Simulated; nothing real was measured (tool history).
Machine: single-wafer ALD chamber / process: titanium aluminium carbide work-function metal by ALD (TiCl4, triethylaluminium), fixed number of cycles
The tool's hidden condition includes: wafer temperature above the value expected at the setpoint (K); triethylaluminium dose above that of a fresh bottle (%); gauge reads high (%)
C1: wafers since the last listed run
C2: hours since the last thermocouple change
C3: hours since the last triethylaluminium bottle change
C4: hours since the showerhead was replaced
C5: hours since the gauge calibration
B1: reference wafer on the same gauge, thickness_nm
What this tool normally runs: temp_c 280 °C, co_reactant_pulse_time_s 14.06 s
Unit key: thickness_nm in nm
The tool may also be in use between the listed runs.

run 1 hour=0.0 | temp_c=280 co_reactant_pulse_time_s=14.06 | C1=0 C2=1331.6 C3=465.2 C4=3818.2 C5=659.1 | B1=1.470 | thickness_nm=1.747
run 2 hour=53.0 | temp_c=280 co_reactant_pulse_time_s=14.06 | C1=547 C2=1384.6 C3=518.2 C4=3871.2 C5=712.1 | B1=1.470 | thickness_nm=1.746
run 3 hour=97.4 | temp_c=280 co_reactant_pulse_time_s=14.06 | C1=458 C2=1429.0 C3=562.6 C4=3915.6 C5=756.5 | B1=1.470 | thickness_nm=1.742
run 4 hour=360.5 | temp_c=280 co_reactant_pulse_time_s=14.06 | C1=2717 C2=1692.1 C3=825.7 C4=4178.7 C5=1019.6 | B1=1.469 | thickness_nm=1.736
-- hour=558.3 triethylaluminium bottle replaced
run 5 hour=588.6 | temp_c=280 co_reactant_pulse_time_s=17.35 | C1=2273 C2=1920.2 C3=30.3 C4=4406.8 C5=1247.7 | B1=1.470 | thickness_nm=1.762
run 6 hour=663.2 | temp_c=280 co_reactant_pulse_time_s=17.35 | C1=770 C2=1994.8 C3=104.9 C4=4481.4 C5=1322.3 | B1=1.470 | thickness_nm=1.757
run 7 hour=704.4 | temp_c=280 co_reactant_pulse_time_s=14.06 | C1=425 C2=2036.0 C3=146.1 C4=4522.6 C5=1363.5 | B1=1.471 | thickness_nm=1.751
run 8 hour=744.1 | temp_c=280 co_reactant_pulse_time_s=14.06 | C1=410 C2=2075.7 C3=185.8 C4=4562.3 C5=1403.2 | B1=1.470 | thickness_nm=1.755
run 9 hour=787.1 | temp_c=268 co_reactant_pulse_time_s=10.52 | C1=444 C2=2118.7 C3=228.8 C4=4605.3 C5=1446.2 | B1=1.470 | thickness_nm=1.650
-- hour=827.6 gauge calibrated
run 10 hour=873.6 | temp_c=292 co_reactant_pulse_time_s=9.94 | C1=893 C2=2205.2 C3=315.3 C4=4691.8 C5=46.0 | B1=1.470 | thickness_nm=1.810
-- hour=882.7 thermocouple changed; heater temperature recalibrated
-- hour=918.6 showerhead replaced
run 11 hour=930.0 | temp_c=280 co_reactant_pulse_time_s=18.66 | C1=417 C2=47.3 C3=371.7 C4=11.4 C5=102.4 | B1=1.470 | thickness_nm=1.755
run 12 hour=982.3 | temp_c=292 co_reactant_pulse_time_s=15.81 | C1=540 C2=99.6 C3=424.0 C4=63.7 C5=154.7 | B1=1.470 | thickness_nm=1.830
run 13 hour=1074.1 | temp_c=280 co_reactant_pulse_time_s=17.35 | C1=948 C2=191.4 C3=515.8 C4=155.5 C5=246.5 | B1=1.469 | thickness_nm=1.756
run 14 hour=1362.3 | temp_c=293 co_reactant_pulse_time_s=17.28 | C1=2976 C2=479.6 C3=804.0 C4=443.7 C5=534.7 | B1=1.471 | thickness_nm=1.846
run 15 hour=1407.8 | temp_c=280 co_reactant_pulse_time_s=17.92 | C1=469 C2=525.1 C3=849.5 C4=489.2 C5=580.2 | B1=1.471 | thickness_nm=1.743
run 16 hour=1446.2 | temp_c=270 co_reactant_pulse_time_s=16.33 | C1=396 C2=563.5 C3=887.9 C4=527.6 C5=618.6 | B1=1.469 | thickness_nm=1.668
run 17 hour=1509.3 | temp_c=280 co_reactant_pulse_time_s=14.06 | C1=651 C2=626.6 C3=951.0 C4=590.7 C5=681.7 | B1=1.470 | thickness_nm=1.729

Branching from run 17: 3 alternative next runs. What would each branch give?
run A hour=1509.7 | temp_c=280 co_reactant_pulse_time_s=14.06 | C1=4 C2=627.0 C3=951.4 C4=591.1 C5=682.1 | B1=? | thickness_nm=?
run B hour=1509.7 | temp_c=274 co_reactant_pulse_time_s=10.43 | C1=4 C2=627.0 C3=951.4 C4=591.1 C5=682.1 | B1=? | thickness_nm=?
run C hour=1509.7 | temp_c=274 co_reactant_pulse_time_s=16.22 | C1=4 C2=627.0 C3=951.4 C4=591.1 C5=682.1 | B1=? | thickness_nm=?

run=A B1=1.471 thickness_nm=1.729
run=B B1=1.471 thickness_nm=1.662
run=C B1=1.471 thickness_nm=1.696
Had the tool no hidden state, the same runs would have come out as:
run=A thickness_nm=1.751
run=B thickness_nm=1.695
run=C thickness_nm=1.712
